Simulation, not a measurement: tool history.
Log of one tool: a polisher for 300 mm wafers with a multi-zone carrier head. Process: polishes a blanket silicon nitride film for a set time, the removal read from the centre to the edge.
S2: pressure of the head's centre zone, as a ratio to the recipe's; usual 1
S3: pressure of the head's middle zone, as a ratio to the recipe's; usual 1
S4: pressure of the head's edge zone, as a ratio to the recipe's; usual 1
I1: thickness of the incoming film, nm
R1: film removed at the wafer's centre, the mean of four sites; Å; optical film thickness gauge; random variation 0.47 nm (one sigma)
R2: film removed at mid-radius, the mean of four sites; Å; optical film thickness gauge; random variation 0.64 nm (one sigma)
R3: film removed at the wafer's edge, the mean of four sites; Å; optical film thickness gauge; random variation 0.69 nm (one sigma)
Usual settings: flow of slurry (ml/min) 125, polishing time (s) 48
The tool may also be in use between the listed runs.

Run 1, day 0: usual settings but S4 1.06; I1 640. Result: R1 586 Å, R2 604 Å, R3 606 Å.
At day 0.533: worn pad replaced by a new one.
Run 2, day 0.671: usual settings but S2 1.09; I1 643.9. Result: R1 673 Å, R2 633 Å, R3 622 Å.
Run 3, day 1.154: usual settings; I1 638.2. Result: R1 609 Å, R2 648 Å, R3 624 Å.
Run 4, day 1.458: usual settings; I1 637.7. Result: R1 605 Å, R2 638 Å, R3 614 Å.
Run 5, day 1.796: usual settings; I1 634.3. Result: R1 597 Å, R2 630 Å, R3 602 Å.
Run 6, day 2.258: usual settings; I1 642.6. Result: R1 593 Å, R2 619 Å, R3 598 Å.
Run 7, day 2.896: usual settings; I1 644.2. Result: R1 590 Å, R2 616 Å, R3 599 Å.
Run 8, day 3.633: usual settings but S3 0.92, polishing time (s) 37; I1 639.8. Result: R1 441 Å, R2 434 Å, R3 451 Å.
At day 4.029: worn pad replaced by a new one.
Run 9, day 4.288: usual settings but S3 0.92, polishing time (s) 37; I1 646.3. Result: R1 421 Å, R2 403 Å, R3 435 Å.
Run 10, day 4.667: usual settings but S3 0.92, polishing time (s) 37; I1 643.1. Result: R1 415 Å, R2 406 Å, R3 424 Å.
Run 11, day 5.142: usual settings but flow of slurry (ml/min) 145; I1 634.1. Result: R1 551 Å, R2 583 Å, R3 556 Å.
At day 5.525: slurry nozzle cleaned.
At day 5.708: worn pad replaced by a new one, repeated, since the last time left the tool worse.
Run 12, day 5.85: usual settings but S2 1.06, S3 0.93; I1 637.4. Result: R1 653 Å, R2 619 Å, R3 635 Å.
At day 6.167: centre zone pressure recalibrated.
Run 13, day 6.242: usual settings; I1 639.3. Result: R1 606 Å, R2 638 Å, R3 616 Å.
At day 6.333: edge zone pressure recalibrated.
Run 14, day 6.867: usual settings but flow of slurry (ml/min) 150, S4 0.88; I1 645.7. Result: R1 629 Å, R2 659 Å, R3 594 Å.
Run 15, day 7.358: usual settings but S2 1.11, S4 0.95; I1 642.4. Result: R1 667 Å, R2 625 Å, R3 604 Å.
Run 16, day 7.683: usual settings; I1 638.9. Result: R1 591 Å, R2 635 Å, R3 599 Å.
At day 8.292: carrier head's membrane replaced by a new one.
Run 17, day 8.312: usual settings; I1 643.8. Result: R1 590 Å, R2 620 Å, R3 596 Å.
Run 18, day 8.883: usual settings but S2 0.91, S4 0.95, polishing time (s) 62; I1 641.2. Result: R1 680 Å, R2 789 Å, R3 747 Å.
Run 19, day 9.279: usual settings but flow of slurry (ml/min) 115; I1 635.2. Result: R1 556 Å, R2 590 Å, R3 576 Å.
At day 9.521: worn pad replaced by a new one.
Run 20, day 9.592: usual settings but S2 0.93, S4 0.91; I1 636.3. Result: R1 572 Å, R2 662 Å, R3 600 Å.

Forecast run 21:
Run 21, day 9.892: usual settings but S2 0.88, S3 0.94; I1 640.2. Result: R1 ?, R2 ?, R3 ?.

Run 21 gave R1 538 Å, R2 622 Å, R3 624 Å.
Without the tool's hidden state the same run would have given R1 545 Å, R2 630 Å, R3 632 Å.
